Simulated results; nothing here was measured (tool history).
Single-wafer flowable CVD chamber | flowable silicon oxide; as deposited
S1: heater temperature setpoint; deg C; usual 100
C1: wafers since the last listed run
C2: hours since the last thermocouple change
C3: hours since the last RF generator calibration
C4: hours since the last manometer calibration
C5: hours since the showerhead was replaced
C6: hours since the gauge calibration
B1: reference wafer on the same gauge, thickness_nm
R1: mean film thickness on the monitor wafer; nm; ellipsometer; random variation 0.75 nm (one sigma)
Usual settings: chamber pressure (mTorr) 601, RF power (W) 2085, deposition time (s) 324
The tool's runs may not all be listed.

{"run": 1, "hour": 0.0, "S1": 100, "chamber pressure (mTorr)": 601, "RF power (W)": 2085, "deposition time (s)": 324, "C1": 0, "C2": 1911.7, "C3": 2237.8, "C4": 1901.2, "C5": 4481, "C6": 768.2, "B1": 125.108, "R1": 133.522}
{"run": 2, "hour": 24.4, "S1": 100, "chamber pressure (mTorr)": 601, "RF power (W)": 2325, "deposition time (s)": 324, "C1": 94, "C2": 1936.1, "C3": 2262.2, "C4": 1925.6, "C5": 4505.4, "C6": 792.6, "B1": 124.98, "R1": 137.723}
{"run": 3, "hour": 46.8, "S1": 100, "chamber pressure (mTorr)": 601, "RF power (W)": 2325, "deposition time (s)": 324, "C1": 87, "C2": 1958.5, "C3": 2284.6, "C4": 1948, "C5": 4527.8, "C6": 815, "B1": 124.835, "R1": 137.991}
{"run": 4, "hour": 67.8, "S1": 100, "chamber pressure (mTorr)": 601, "RF power (W)": 2325, "deposition time (s)": 324, "C1": 81, "C2": 1979.5, "C3": 2305.6, "C4": 1969, "C5": 4548.8, "C6": 836, "B1": 124.851, "R1": 137.613}
{"run": 5, "hour": 96.7, "S1": 100, "chamber pressure (mTorr)": 601, "RF power (W)": 2085, "deposition time (s)": 324, "C1": 112, "C2": 2008.4, "C3": 2334.5, "C4": 1997.9, "C5": 4577.7, "C6": 864.9, "B1": 125.072, "R1": 132.933}
{"run": 6, "hour": 122.0, "S1": 100, "chamber pressure (mTorr)": 601, "RF power (W)": 2085, "deposition time (s)": 324, "C1": 98, "C2": 2033.7, "C3": 2359.8, "C4": 2023.2, "C5": 4603, "C6": 890.2, "B1": 124.735, "R1": 134.018}
{"run": 7, "hour": 139.8, "S1": 100, "chamber pressure (mTorr)": 601, "RF power (W)": 2085, "deposition time (s)": 324, "C1": 69, "C2": 2051.5, "C3": 2377.6, "C4": 2041, "C5": 4620.8, "C6": 908, "B1": 124.917, "R1": 134.242}
{"run": 8, "hour": 157.1, "S1": 100, "chamber pressure (mTorr)": 601, "RF power (W)": 2085, "deposition time (s)": 324, "C1": 67, "C2": 2068.8, "C3": 2394.9, "C4": 2058.3, "C5": 4638.1, "C6": 925.3, "B1": 124.792, "R1": 134.331}
{"run": 9, "hour": 241.9, "S1": 100, "chamber pressure (mTorr)": 601, "RF power (W)": 2085, "deposition time (s)": 324, "C1": 329, "C2": 2153.6, "C3": 2479.7, "C4": 2143.1, "C5": 4722.9, "C6": 1010.1, "B1": 124.941, "R1": 133.917}
{"run": 10, "hour": 264.3, "S1": 86, "chamber pressure (mTorr)": 601, "RF power (W)": 2085, "deposition time (s)": 359, "C1": 87, "C2": 2176, "C3": 2502.1, "C4": 2165.5, "C5": 4745.3, "C6": 1032.5, "B1": 124.86, "R1": 246.306}
{"run": 11, "hour": 290.5, "S1": 100, "chamber pressure (mTorr)": 532, "RF power (W)": 1930, "deposition time (s)": 324, "C1": 101, "C2": 2202.2, "C3": 2528.3, "C4": 2191.7, "C5": 4771.5, "C6": 1058.7, "B1": 124.906, "R1": 114.536}
{"hour": 345.8, "done": "showerhead replaced"}
{"hour": 357.4, "done": "RF generator calibrated"}
{"hour": 387.9, "done": "capacitance manometer re-zeroed and calibrated"}
{"run": 12, "hour": 388.4, "S1": 110, "chamber pressure (mTorr)": 520, "RF power (W)": 2265, "deposition time (s)": 324, "C1": 287, "C2": 2300.1, "C3": 31, "C4": 0.5, "C5": 42.6, "C6": 1156.6, "B1": 125.067, "R1": 81.622}
{"run": 13, "hour": 404.5, "S1": 86, "chamber pressure (mTorr)": 601, "RF power (W)": 2300, "deposition time (s)": 324, "C1": 62, "C2": 2316.2, "C3": 47.1, "C4": 16.6, "C5": 58.7, "C6": 1172.7, "B1": 125.126, "R1": 227.324}
{"hour": 438.2, "done": "gauge calibrated"}
{"run": 14, "hour": 438.5, "S1": 113, "chamber pressure (mTorr)": 601, "RF power (W)": 2085, "deposition time (s)": 324, "C1": 132, "C2": 2350.2, "C3": 81.1, "C4": 50.6, "C5": 92.7, "C6": 0.3, "B1": 125.028, "R1": 82.683}
{"run": 15, "hour": 451.8, "S1": 86, "chamber pressure (mTorr)": 601, "RF power (W)": 2300, "deposition time (s)": 324, "C1": 51, "C2": 2363.5, "C3": 94.4, "C4": 63.9, "C5": 106, "C6": 13.6, "B1": 124.823, "R1": 227.47}
{"run": 16, "hour": 543.0, "S1": 93, "chamber pressure (mTorr)": 741, "RF power (W)": 2190, "deposition time (s)": 363, "C1": 354, "C2": 2454.7, "C3": 185.6, "C4": 155.1, "C5": 197.2, "C6": 104.8, "B1": 125.197, "R1": 242.931}
{"run": 17, "hour": 564.6, "S1": 100, "chamber pressure (mTorr)": 601, "RF power (W)": 2325, "deposition time (s)": 324, "C1": 83, "C2": 2476.3, "C3": 207.2, "C4": 176.7, "C5": 218.8, "C6": 126.4, "B1": 125.103, "R1": 138.617}
{"hour": 593.4, "done": "thermocouple changed; heater temperature recalibrated"}
{"run": 18, "hour": 593.8, "S1": 100, "chamber pressure (mTorr)": 532, "RF power (W)": 1930, "deposition time (s)": 324, "C1": 82, "C2": 0.4, "C3": 236.4, "C4": 205.9, "C5": 248, "C6": 155.6, "B1": 124.957, "R1": 115.218}
{"run": 19, "hour": 646.9, "S1": 88, "chamber pressure (mTorr)": 601, "RF power (W)": 2085, "deposition time (s)": 283, "C1": 206, "C2": 53.5, "C3": 289.5, "C4": 259, "C5": 301.1, "C6": 208.7, "B1": 124.978, "R1": 181.752}
{"run": 20, "hour": 697.5, "S1": 94, "chamber pressure (mTorr)": 703, "RF power (W)": 2085, "deposition time (s)": 382, "C1": 196, "C2": 104.1, "C3": 340.1, "C4": 309.6, "C5": 351.7, "C6": 259.3, "B1": 125.179, "R1": 229.976}
{"run": 21, "hour": 720.6, "S1": 100, "chamber pressure (mTorr)": 601, "RF power (W)": 2085, "deposition time (s)": 324, "C1": 89, "C2": 127.2, "C3": 363.2, "C4": 332.7, "C5": 374.8, "C6": 282.4, "B1": 124.763, "R1": 134.748}
{"run": 22, "hour": 741.2, "S1": 100, "chamber pressure (mTorr)": 601, "RF power (W)": 2490, "deposition time (s)": 360, "C1": 80, "C2": 147.8, "C3": 383.8, "C4": 353.3, "C5": 395.4, "C6": 303, "B1": 125.011, "R1": 153.127}
{"run": 23, "hour": 761.7, "S1": 111, "chamber pressure (mTorr)": 601, "RF power (W)": 2085, "deposition time (s)": 324, "C1": 79, "C2": 168.3, "C3": 404.3, "C4": 373.8, "C5": 415.9, "C6": 323.5, "B1": 125.314, "R1": 89.214}
{"run": 24, "hour": 786.6, "S1": 93, "chamber pressure (mTorr)": 741, "RF power (W)": 2190, "deposition time (s)": 363, "C1": 96, "C2": 193.2, "C3": 429.2, "C4": 398.7, "C5": 440.8, "C6": 348.4, "B1": 125.128, "R1": 245.046}
{"run": 25, "hour": 805.9, "S1": 113, "chamber pressure (mTorr)": 732, "RF power (W)": 2085, "deposition time (s)": 324, "C1": 75, "C2": 212.5, "C3": 448.5, "C4": 418, "C5": 460.1, "C6": 367.7, "B1": 125.098, "R1": 101.694}
{"run": 26, "hour": 823.1, "S1": 100, "chamber pressure (mTorr)": 521, "RF power (W)": 2495, "deposition time (s)": 324, "C1": 66, "C2": 229.7, "C3": 465.7, "C4": 435.2, "C5": 477.3, "C6": 384.9, "B1": 124.932, "R1": 120.577}
{"run": 27, "hour": 842.4, "S1": 105, "chamber pressure (mTorr)": 601, "RF power (W)": 2085, "deposition time (s)": 324, "C1": 75, "C2": 249, "C3": 485, "C4": 454.5, "C5": 496.6, "C6": 404.2, "B1": 124.898, "R1": 110.41}

5 ways to go on from here, each from the tool as it stands after run 27. What would each give?
{"run": "A", "hour": 842.9, "S1": 100, "chamber pressure (mTorr)": 601, "RF power (W)": 2085, "deposition time (s)": 324, "C1": 1, "C2": 249.5, "C3": 485.5, "C4": 455, "C5": 497.1, "C6": 404.7, "B1": "?", "R1": "?"}
{"run": "B", "hour": 842.9, "S1": 111, "chamber pressure (mTorr)": 475, "RF power (W)": 2085, "deposition time (s)": 367, "C1": 1, "C2": 249.5, "C3": 485.5, "C4": 455, "C5": 497.1, "C6": 404.7, "B1": "?", "R1": "?"}
{"run": "C", "hour": 842.9, "S1": 100, "chamber pressure (mTorr)": 601, "RF power (W)": 2255, "deposition time (s)": 324, "C1": 1, "C2": 249.5, "C3": 485.5, "C4": 455, "C5": 497.1, "C6": 404.7, "B1": "?", "R1": "?"}
{"run": "D", "hour": 842.9, "S1": 100, "chamber pressure (mTorr)": 555, "RF power (W)": 2330, "deposition time (s)": 358, "C1": 1, "C2": 249.5, "C3": 485.5, "C4": 455, "C5": 497.1, "C6": 404.7, "B1": "?", "R1": "?"}
{"run": "E", "hour": 842.9, "S1": 100, "chamber pressure (mTorr)": 495, "RF power (W)": 1780, "deposition time (s)": 324, "C1": 1, "C2": 249.5, "C3": 485.5, "C4": 455, "C5": 497.1, "C6": 404.7, "B1": "?", "R1": "?"}

run=A B1=125.057 R1=132.827
run=B B1=125.057 R1=79.27
run=C B1=125.057 R1=135.677
run=D B1=125.057 R1=139.592
run=E B1=125.057 R1=102.492
Without the tool's hidden state the same runs would have given:
run=A R1=132.827
run=B R1=79.27
run=C R1=135.677
run=D R1=139.592
run=E R1=102.492
